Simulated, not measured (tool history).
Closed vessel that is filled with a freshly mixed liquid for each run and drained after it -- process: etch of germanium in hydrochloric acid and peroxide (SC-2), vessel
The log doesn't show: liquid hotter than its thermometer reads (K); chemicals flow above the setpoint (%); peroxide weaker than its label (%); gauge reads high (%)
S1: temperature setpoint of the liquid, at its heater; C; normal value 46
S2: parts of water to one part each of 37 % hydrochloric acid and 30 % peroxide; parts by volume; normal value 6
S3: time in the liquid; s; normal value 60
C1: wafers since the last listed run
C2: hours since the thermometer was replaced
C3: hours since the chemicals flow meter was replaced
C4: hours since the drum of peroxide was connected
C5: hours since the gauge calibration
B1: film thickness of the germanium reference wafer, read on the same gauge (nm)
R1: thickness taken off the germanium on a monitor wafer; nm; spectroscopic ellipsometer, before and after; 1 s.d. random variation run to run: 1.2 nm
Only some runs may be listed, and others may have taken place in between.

run	hour	S1	S2	S3	C1	C2	C3	C4	C5	B1	R1
1	0	46	6	60	0	325.2	176.2	50.6	3416.7	85.34	133.5
2	66.8	46	6	60	6681	392	243	117.4	3483.5	85.1	130.6
3	137.1	46	6	60	7031	462.3	313.3	187.7	3553.8	84.87	132.12
4	197.9	46	6	60	6081	523.1	374.1	248.5	3614.6	84.69	133.64
5	275.5	46	6	60	7762	600.7	451.7	326.1	3692.2	84.46	131.8
# hour 321.4: thermometer replaced
6	335.7	37	6	60	5921	14.3	511.9	386.3	3752.4	84.26	97.83
7	374.7	46	6	60	3901	53.3	550.9	425.3	3791.4	84.12	131.19
8	464.7	46	6	60	9002	143.3	640.9	515.3	3881.4	83.78	131.31
9	513.7	51	4	45	4901	192.3	689.9	564.3	3930.4	83.62	117.62
10	558.5	42.5	6	30	4481	237.1	734.7	609.1	3975.2	83.45	58.13
# hour 626.3: new drum of peroxide connected
11	637.7	37	4.5	60	7822	316.3	813.9	11.4	4054.4	83.15	97.51
12	725.4	43.5	5	90	8772	404	901.6	99.1	4142.1	82.86	176.99
# hour 748.4: gauge calibrated
13	764.9	46	6	45	3951	443.5	941.1	138.6	16.5	89.8	105.17
14	838.6	46	4	60	7371	517.2	1014.8	212.3	90.2	89.8	140.98
15	905.6	52.5	7.5	60	6701	584.2	1081.8	279.3	157.2	89.77	171.1
16	943.2	49.5	4	30	3760	621.8	1119.4	316.9	194.8	89.8	78.94
# hour 1004.2: thermometer replaced
17	1030.2	46	6	60	8602	26	1206.4	403.9	281.8	89.79	138.44
18	1123.8	46	6	60	9362	119.6	1300	497.5	375.4	89.75	139.75
19	1192.7	46	4.5	40	6891	188.5	1368.9	566.4	444.3	89.73	94.42
20	1234.7	49	6	90	4201	230.5	1410.9	608.4	486.3	89.7	228.54
# hour 1315.3: new drum of peroxide connected
21	1315.8	42.5	6	60	8012	311.6	1492	0.5	567.4	89.65	123.7
22	1358.5	36.5	6	60	4271	354.3	1534.7	43.2	610.1	89.65	100.19
23	1417	46	6	40	5851	412.8	1593.2	101.7	668.6	89.59	91.69
24	1496.3	52	4.5	50	7932	492.1	1672.5	181	747.9	89.54	142.23
25	1575	52	5	60	7872	570.8	1751.2	259.7	826.6	89.48	173.12
# hour 1619.9: thermometer replaced
26	1654.9	46	7.5	70	7892	35	1831.1	339.6	906.5	89.44	161.28
27	1707.8	51.5	8.5	30	5291	87.9	1884	392.5	959.4	89.39	80.74
28	1786.6	36	4.5	75	7882	166.7	1962.8	471.3	1038.2	89.31	124.63
29	1861	52.5	6	60	7441	241.1	2037.2	545.7	1112.6	89.28	170.74

List, for all runs, the conditions of the tool that the log does not record:
liquid hotter than its thermometer reads (K): 0 on each run
chemicals flow above the setpoint (%): 0 on each run
peroxide weaker than its label (%): 0 on each run
H1: gauge reads high (%)
run	H1
1	-5.19
2	-5.42
3	-5.67
4	-5.89
5	-6.18
6	-6.4
7	-6.55
8	-6.9
9	-7.09
10	-7.27
11	-7.59
12	-7.95
13	-0.219
14	-0.223
15	-0.231
16	-0.238
17	-0.258
18	-0.289
19	-0.318
20	-0.337
21	-0.38
22	-0.406
23	-0.443
24	-0.5
25	-0.562
26	-0.632
27	-0.682
28	-0.761
29	-0.841

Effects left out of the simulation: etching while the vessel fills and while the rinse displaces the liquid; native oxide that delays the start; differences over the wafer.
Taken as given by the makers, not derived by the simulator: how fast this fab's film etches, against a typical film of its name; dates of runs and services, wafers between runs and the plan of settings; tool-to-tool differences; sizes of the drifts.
